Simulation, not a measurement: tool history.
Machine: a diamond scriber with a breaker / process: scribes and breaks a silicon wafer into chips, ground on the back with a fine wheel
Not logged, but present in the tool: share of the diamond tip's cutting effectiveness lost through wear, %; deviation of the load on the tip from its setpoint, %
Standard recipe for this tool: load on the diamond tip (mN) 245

run	hour	load on the diamond tip (mN)	wafers since the last listed run	hours since the diamond tip was replaced	hours since the load on the tip was calibrated	incoming depth of the damage left on the back of the incoming wafer, um	depth of the median crack under the scribed line (µm)	chips rejected at inspection after the break (%)
1	0.0	245	0	810.2	971.0	1.90	6.48	14.07
2	25.6	278	52	835.8	996.6	2.49	7.10	9.60
3	47.3	278	44	857.5	1018.3	2.11	7.16	8.80
4	71.5	192	49	881.7	1042.5	2.75	5.43	45.78
5	104.9	192	68	915.1	1075.9	2.49	5.42	42.01
6	122.9	245	36	933.1	1093.9	2.42	6.51	19.26
# hour 140.9: load on the tip recalibrated
7	174.2	245	100	984.4	33.3	1.54	6.35	15.77
8	199.5	192	51	1009.7	58.6	2.29	5.37	42.94
9	218.3	307	38	1028.5	77.4	2.54	7.60	5.21
# hour 248.2: diamond tip replaced by a new one, of another model than before
10	248.7	312	58	0.5	107.8	2.29	8.35	6.52
11	281.4	282	66	33.2	140.5	2.61	8.06	4.73
12	296.0	182	29	47.8	155.1	2.49	6.41	16.70
13	324.0	213	57	75.8	183.1	1.66	6.87	8.54
14	345.8	279	44	97.6	204.9	2.09	7.53	3.12
15	358.7	245	26	110.5	217.8	2.39	7.07	7.39

Here are 5 independent what-if runs from the current tool condition. What would each one return?
A	359.4	200	1	111.2	218.5	1.89	?	?
B	359.4	225	1	111.2	218.5	1.89	?	?
C	359.4	280	1	111.2	218.5	1.89	?	?
D	359.4	277	1	111.2	218.5	1.89	?	?
E	359.4	293	1	111.2	218.5	1.89	?	?

run	depth of the median crack under the scribed line (µm)	chips rejected at inspection after the break (%)
A	6.52	12.78
B	6.87	7.73
C	7.61	2.73
D	7.57	2.81
E	7.78	2.60
The same runs, with their run-to-run variation unchanged, on a tool lacking any hidden condition would have given:
run	depth of the median crack under the scribed line (µm)	chips rejected at inspection after the break (%)
A	7.05	5.84
B	7.43	3.28
C	8.23	3.82
D	8.19	3.61
E	8.41	4.89

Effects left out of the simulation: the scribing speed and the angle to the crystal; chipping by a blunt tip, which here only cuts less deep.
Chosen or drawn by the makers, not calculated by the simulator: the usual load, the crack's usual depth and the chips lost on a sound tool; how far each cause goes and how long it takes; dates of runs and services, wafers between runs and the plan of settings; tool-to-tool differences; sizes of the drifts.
